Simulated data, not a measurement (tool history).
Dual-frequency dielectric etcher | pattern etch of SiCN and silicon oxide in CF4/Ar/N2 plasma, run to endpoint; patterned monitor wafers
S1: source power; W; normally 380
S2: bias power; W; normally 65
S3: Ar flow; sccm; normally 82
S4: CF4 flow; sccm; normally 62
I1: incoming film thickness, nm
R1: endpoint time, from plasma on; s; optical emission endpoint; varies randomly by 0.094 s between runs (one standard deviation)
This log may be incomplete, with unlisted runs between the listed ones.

Run 1, hour 0: usual settings; I1 8.31. Result: R1 12.3 s.
Run 2, hour 62: usual settings but S2 75 W; I1 8.29. Result: R1 11.9 s.
Run 3, hour 158.3: usual settings but S2 75 W; I1 8.36. Result: R1 12.2 s.
Run 4, hour 230.3: usual settings; I1 8.46. Result: R1 12.8 s.
At hour 290.7: wet clean of the chamber.
Run 5, hour 291.2: usual settings; I1 8.45. Result: R1 12.2 s.
Run 6, hour 375.7: usual settings but S2 69 W; I1 8.45. Result: R1 12.1 s.
Run 7, hour 417.4: usual settings but S2 69 W; I1 8.37. Result: R1 11.9 s.
Run 8, hour 468.8: usual settings; I1 8.4. Result: R1 12.2 s.
Run 9, hour 574.1: usual settings; I1 8.39. Result: R1 12.3 s.
At hour 652.8: wet clean of the chamber.
At hour 670.1: upper electrode replaced.
Run 10, hour 670.6: usual settings; I1 8.36. Result: R1 12.2 s.
Run 11, hour 683.1: usual settings; I1 8.42. Result: R1 12.1 s.
At hour 787.5: CF4 flow controller replaced.
Run 12, hour 788: usual settings but S2 51 W; I1 8.39. Result: R1 12.9 s.
Run 13, hour 842.8: usual settings; I1 8.35. Result: R1 12.4 s.
At hour 858.6: Ar flow controller replaced.
Run 14, hour 917.5: usual settings but S1 480 W; I1 8.43. Result: R1 10.7 s.
At hour 968.8: bias power generator calibrated.
Run 15, hour 970.9: usual settings but S2 56 W, S4 68 sccm; I1 8.34. Result: R1 13 s.
At hour 1075.4: source power generator calibrated.
At hour 1084.5: wet clean of the chamber.
Run 16, hour 1085: usual settings but S1 430 W, S2 75 W, S3 76 sccm, S4 72 sccm; I1 8.41. Result: R1 10.5 s.
Run 17, hour 1171.4: usual settings but S1 300 W, S2 52 W, S3 91 sccm, S4 69 sccm; I1 8.43. Result: R1 14.9 s.
Run 18, hour 1216.2: usual settings but S1 460 W, S3 73 sccm; I1 8.42. Result: R1 10.6 s.
Run 19, hour 1320: usual settings; I1 8.35. Result: R1 12.3 s.
Run 20, hour 1372.7: usual settings but S1 280 W, S3 99 sccm, S4 68 sccm; I1 8.37. Result: R1 15.4 s.
At hour 1463: wet clean of the chamber.
Run 21, hour 1463.5: usual settings but S1 410 W, S2 76 W, S3 99 sccm, S4 47 sccm; I1 8.42. Result: R1 12 s.
Run 22, hour 1560.2: usual settings; I1 8.37. Result: R1 12.3 s.

Selected run-to-run steps in R1, each split into two signed amounts: the part the tool would show with no hidden state at all (from settings, incoming material and random variation), and the remainder, which goes to the hidden state together with any gauge scatter not common to the measured and the hidden-state-free results:
Hidden state present: etch rate over this chamber's usual, %; source power that arrives over what is set, %; bias power that arrives over what is set, %; Ar flow that arrives over what is set, %; CF4 flow that arrives over what is set, %.
Run 4 -> 5: wet clean of the chamber. R1 -0.6 s: hidden state -0.5, all else -0.1.
Run 15 -> 16: S1 380 -> 430, S2 56 -> 75, S3 82 -> 76, S4 68 -> 72, source power generator calibrated, wet clean of the chamber. R1 -2.5 s: hidden state -0.5, all else -2.
Run 16 -> 17: S1 430 -> 300, S2 75 -> 52, S3 76 -> 91, S4 72 -> 69. R1 +4.4 s: hidden state +0.1, all else +4.3.
Run 17 -> 18: S1 300 -> 460, S2 52 -> 65, S3 91 -> 73, S4 69 -> 62. R1 -4.3 s: hidden state +0, all else -4.3.

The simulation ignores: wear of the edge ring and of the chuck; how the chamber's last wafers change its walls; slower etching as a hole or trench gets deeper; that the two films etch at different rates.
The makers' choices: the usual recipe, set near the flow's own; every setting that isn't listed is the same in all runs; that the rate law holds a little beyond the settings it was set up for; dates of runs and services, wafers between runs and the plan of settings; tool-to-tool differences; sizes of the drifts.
